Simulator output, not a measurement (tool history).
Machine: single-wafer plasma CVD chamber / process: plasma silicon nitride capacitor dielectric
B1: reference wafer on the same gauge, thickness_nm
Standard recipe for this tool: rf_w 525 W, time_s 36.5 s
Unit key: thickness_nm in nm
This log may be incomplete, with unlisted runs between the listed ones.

{"run": 1, "hour": 0.0, "rf_w": 525, "time_s": 36.5, "B1": 64.314, "thickness_nm": 54.178}
{"run": 2, "hour": 23.9, "rf_w": 465, "time_s": 38.5, "B1": 64.399, "thickness_nm": 54.287}
{"run": 3, "hour": 50.6, "rf_w": 465, "time_s": 38.5, "B1": 64.373, "thickness_nm": 54.153}
{"run": 4, "hour": 84.5, "rf_w": 525, "time_s": 36.5, "B1": 64.417, "thickness_nm": 54.215}
{"run": 5, "hour": 110.8, "rf_w": 525, "time_s": 36.5, "B1": 64.354, "thickness_nm": 54.468}
{"run": 6, "hour": 142.3, "rf_w": 525, "time_s": 36.5, "B1": 64.416, "thickness_nm": 54.274}
{"run": 7, "hour": 227.4, "rf_w": 525, "time_s": 36.5, "B1": 64.421, "thickness_nm": 53.998}
{"run": 8, "hour": 263.0, "rf_w": 460, "time_s": 36.5, "B1": 64.522, "thickness_nm": 50.525}
{"run": 9, "hour": 304.1, "rf_w": 460, "time_s": 36.5, "B1": 64.375, "thickness_nm": 53.513}
{"run": 10, "hour": 317.0, "rf_w": 460, "time_s": 36.5, "B1": 64.42, "thickness_nm": 53.171}
{"run": 11, "hour": 329.3, "rf_w": 525, "time_s": 36.5, "B1": 64.409, "thickness_nm": 56.482}
{"run": 12, "hour": 360.0, "rf_w": 525, "time_s": 36.5, "B1": 64.379, "thickness_nm": 56.237}
{"run": 13, "hour": 379.5, "rf_w": 525, "time_s": 36.5, "B1": 64.465, "thickness_nm": 56.562}
{"run": 14, "hour": 414.9, "rf_w": 525, "time_s": 36.5, "B1": 64.544, "thickness_nm": 56.603}
{"run": 15, "hour": 428.4, "rf_w": 565, "time_s": 36.5, "B1": 64.281, "thickness_nm": 58.664}
{"run": 16, "hour": 495.1, "rf_w": 525, "time_s": 36.5, "B1": 64.29, "thickness_nm": 56.503}
{"run": 17, "hour": 520.5, "rf_w": 525, "time_s": 36.5, "B1": 64.361, "thickness_nm": 56.574}
{"run": 18, "hour": 541.3, "rf_w": 525, "time_s": 36.5, "B1": 64.403, "thickness_nm": 56.476}
{"run": 19, "hour": 577.2, "rf_w": 615, "time_s": 36.5, "B1": 64.363, "thickness_nm": 60.845}
{"run": 20, "hour": 595.1, "rf_w": 580, "time_s": 36.5, "B1": 64.345, "thickness_nm": 59.469}
{"run": 21, "hour": 627.2, "rf_w": 495, "time_s": 30.3, "B1": 64.51, "thickness_nm": 45.851}
{"run": 22, "hour": 657.4, "rf_w": 440, "time_s": 41.5, "B1": 64.268, "thickness_nm": 59.1}
{"run": 23, "hour": 675.5, "rf_w": 525, "time_s": 30.6, "B1": 64.413, "thickness_nm": 47.747}
{"run": 24, "hour": 697.3, "rf_w": 555, "time_s": 33, "B1": 64.385, "thickness_nm": 52.242}
{"run": 25, "hour": 722.2, "rf_w": 525, "time_s": 36.5, "B1": 64.329, "thickness_nm": 56.848}
{"run": 26, "hour": 749.8, "rf_w": 480, "time_s": 30.7, "B1": 64.425, "thickness_nm": 45.482}
{"run": 27, "hour": 783.3, "rf_w": 480, "time_s": 30.7, "B1": 64.483, "thickness_nm": 45.592}
{"run": 28, "hour": 814.2, "rf_w": 465, "time_s": 32, "B1": 64.436, "thickness_nm": 46.393}
{"run": 29, "hour": 835.4, "rf_w": 565, "time_s": 30.2, "B1": 64.269, "thickness_nm": 48.433}
{"run": 30, "hour": 870.1, "rf_w": 525, "time_s": 36.5, "B1": 64.416, "thickness_nm": 56.54}
{"run": 31, "hour": 887.9, "rf_w": 580, "time_s": 38.7, "B1": 64.521, "thickness_nm": 62.61}
{"run": 32, "hour": 906.7, "rf_w": 560, "time_s": 42, "B1": 64.434, "thickness_nm": 66.91}
{"run": 33, "hour": 935.8, "rf_w": 480, "time_s": 34.5, "B1": 64.341, "thickness_nm": 51.256}
{"run": 34, "hour": 948.9, "rf_w": 560, "time_s": 41.6, "B1": 64.381, "thickness_nm": 66.17}
{"run": 35, "hour": 980.7, "rf_w": 625, "time_s": 41.7, "B1": 64.47, "thickness_nm": 70.052}
{"run": 36, "hour": 995.8, "rf_w": 440, "time_s": 30.5, "B1": 64.473, "thickness_nm": 43.357}

Missing from the log above: 3 entries noted between runs. For each, name the pair of listed runs it sits between and say how the tool's hidden condition differs from the listed run just before to the listed run just after:
After run 8, before run 9: RF generator calibrated (hour 303.6)
  delivered RF power above the setpoint (%): -9.74 -> -0.336
  difference, measured minus the result without the unlogged condition, thickness_nm: -2.585 -> -0.085 nm
After run 14, before run 15: showerhead replaced (hour 423.2)
  delivered RF power above the setpoint (%): -0.353 -> -0.357
  difference, measured minus the result without the unlogged condition, thickness_nm: -0.095 -> -0.099 nm
After run 21, before run 22: gauge calibrated (hour 652.4)
  delivered RF power above the setpoint (%): -0.478 -> -0.506
  difference, measured minus the result without the unlogged condition, thickness_nm: -0.104 -> -0.142 nm
